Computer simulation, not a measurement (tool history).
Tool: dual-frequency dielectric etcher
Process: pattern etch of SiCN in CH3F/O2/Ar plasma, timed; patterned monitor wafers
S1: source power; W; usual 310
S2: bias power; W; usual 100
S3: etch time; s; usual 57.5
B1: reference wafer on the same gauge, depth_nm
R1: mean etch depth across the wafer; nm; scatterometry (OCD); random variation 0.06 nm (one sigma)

| run | day | S1 | S2 | S3 | B1 | R1 |
|---|---|---|---|---|---|---|
| 1 | 0 | 310 | 100 | 57.5 | 27 | 22.98 |
| 2 | 0.258 | 310 | 100 | 57.5 | 26.99 | 22.98 |
| 3 | 0.521 | 310 | 100 | 57.5 | 27 | 22.97 |
| 4 | 0.862 | 310 | 87 | 49.5 | 27 | 19.2 |
| 5 | 1.342 | 310 | 87 | 49.5 | 27.01 | 19.09 |
| 6 | 1.996 | 360 | 100 | 52 | 27.01 | 21.95 |
| 7 | 2.308 | 360 | 100 | 52 | 26.99 | 22.01 |
| 8 | 2.933 | 310 | 110 | 57.5 | 26.98 | 23.57 |
| 9 | 3.429 | 310 | 110 | 57.5 | 26.97 | 23.71 |
| 10 | 4.092 | 310 | 100 | 45.5 | 27 | 18.24 |
| 11 | 6.308 | 310 | 100 | 45.5 | 27.01 | 18.23 |
| 12 | 6.612 | 310 | 100 | 45.5 | 26.99 | 18.29 |
| 13 | 7.012 | 310 | 100 | 57.5 | 27 | 23 |
| 14 | 7.667 | 310 | 100 | 57.5 | 27.03 | 23.02 |
| 15 | 8.075 | 310 | 100 | 57.5 | 27.01 | 23.07 |
|  | 8.342 | gauge calibrated |
|  | 9.112 | upper electrode replaced |
| 16 | 9.133 | 310 | 100 | 57.5 | 26.99 | 23.13 |
| 17 | 9.146 | 310 | 100 | 45.5 | 27.01 | 18.21 |

Run 18 comes next. What will it give?
| 18 | 9.425 | 270 | 122 | 65.5 | ? | ? |

{"run 18": {"B1": 27, "R1": 26.41}}
Without the tool's hidden state the same run would have given R1 26.41 nm.

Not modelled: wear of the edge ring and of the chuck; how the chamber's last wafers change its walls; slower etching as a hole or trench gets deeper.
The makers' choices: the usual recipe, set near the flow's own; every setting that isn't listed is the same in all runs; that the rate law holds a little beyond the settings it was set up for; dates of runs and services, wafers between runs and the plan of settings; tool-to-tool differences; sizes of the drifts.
